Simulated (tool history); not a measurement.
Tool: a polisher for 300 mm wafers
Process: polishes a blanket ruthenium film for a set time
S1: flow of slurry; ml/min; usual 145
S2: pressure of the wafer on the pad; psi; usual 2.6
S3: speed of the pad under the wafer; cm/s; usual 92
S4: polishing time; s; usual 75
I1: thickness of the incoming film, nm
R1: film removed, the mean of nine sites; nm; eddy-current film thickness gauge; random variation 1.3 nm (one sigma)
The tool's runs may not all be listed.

run   hour   S1   S2  S3  S4     I1     R1
  1    0.0  145  2.6  92  75  505.9   96.4
  2   42.4  145  2.6  92  81  501.7  105.0
  3   75.3  145  2.6  92  81  502.6  106.8
  4  129.7  145  2.6  84  57  502.3   66.9
     135.6  -- slurry nozzle cleaned
  5  178.2  145  2.6  84  57  490.1   67.8
  6  229.7  145  2.6  84  57  495.1   67.0
     239.1  -- head pressure recalibrated
     264.3  -- worn pad replaced by a new one
  7  271.0  145  2.6  92  75  501.5   97.1
  8  315.0  125  2.6  92  75  509.4   93.8
  9  352.0  125  2.6  92  75  499.4   94.3
 10  378.7  145  2.6  92  75  500.1   94.9
 11  449.8  145  2.6  92  75  507.1   95.3
 12  479.3  145  2.6  92  75  494.1   98.0
 13  528.4  120  2.6  92  75  502.4   95.4
 14  598.3  145  2.8  92  75  504.3  102.3
     639.0  -- worn pad replaced by a new one
 15  658.8  145  2.6  92  75  502.0   98.3
 16  718.7  145  2.6  92  75  504.1   98.1
     752.7  -- slurry nozzle cleaned
 17  787.1  110  2.6  92  75  506.2   92.3
 18  828.3  110  2.6  92  75  503.9   89.5
 19  893.6  145  2.6  84  57  495.4   68.8

The next listed run, before its measurement:
 20  939.1  145  3.2  92  75  494.9   ?

R1: 116.0 nm
Without the tool's hidden state the same run would have given R1 116.0 nm.
